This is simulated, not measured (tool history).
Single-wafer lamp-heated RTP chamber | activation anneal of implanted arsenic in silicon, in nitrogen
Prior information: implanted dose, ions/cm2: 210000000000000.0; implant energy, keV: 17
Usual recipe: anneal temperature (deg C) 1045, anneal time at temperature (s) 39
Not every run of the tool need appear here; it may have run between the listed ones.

run	hour	anneal temperature (deg C)	anneal time at temperature (s)	wafers since the last listed run	wafers since the last pyrometer calibration	wafers since the reflector plate was cleaned	hours since the gauge calibration	read-back reference wafer on the same gauge, sheet resistance	sheet resistance of the implanted and annealed layer (ohm/square)
1	0	1045	39	0	3188	13515	268.2	376.01	386.24
2	17.2	1022	21	150	3339	13666	285.4	375.91	397.29
3	24.6	1022	21	64	3404	13731	292.8	376.02	397.36
4	38.8	1022	21	124	3528	13855	307	375.97	397.58
5	45.7	1045	39	60	3589	13916	313.9	376.04	386.1
6	59.9	1045	39	124	3713	14041	328.1	375.95	387.01
7	71	1045	56	97	3811	14138	339.2	376.03	380.02
8	77.8	1045	56	59	3870	14198	346	376.06	379.98
9	90.2	1045	56	108	3979	14306	358.4	376.3	380.14
10	104.5	1045	39	125	4104	14432	372.7	376.12	385.49
11	111.1	1045	26	57	4162	14490	379.3	376	390.96
12	127.7	1045	26	145	4308	14635	395.9	375.77	390.37
13	137.1	1045	26	82	4390	14718	405.3	376.08	390.89
14	146.2	1028	56	79	4470	14797	414.4	376.14	386.01
15	160.3	1045	39	123	4594	14921	428.5	375.97	385.85
16	167.9	1045	28	66	4660	14988	436.1	375.92	389.38
# hour 178.9: reflector plate cleaned
# hour 181.8: pyrometer window cleaned and pyrometer calibrated
17	182.3	1071	60	31	4	4	450.5	376.15	373.57
18	189.8	1045	19	65	70	70	458	375.93	396.53
19	201	1074	16	98	168	168	469.2	376.01	390.96
20	214.9	1045	54	121	290	290	483.1	376.3	384.16

For run 21, what comes out?
21	224	1045	39	79	370	370	492.2	?	?

read-back reference wafer on the same gauge, sheet resistance: 376.15
sheet resistance of the implanted and annealed layer (ohm/square): 387.59
The same run, on a tool lacking any hidden state, would have yielded sheet resistance of the implanted and annealed layer (ohm/square) 388.41.
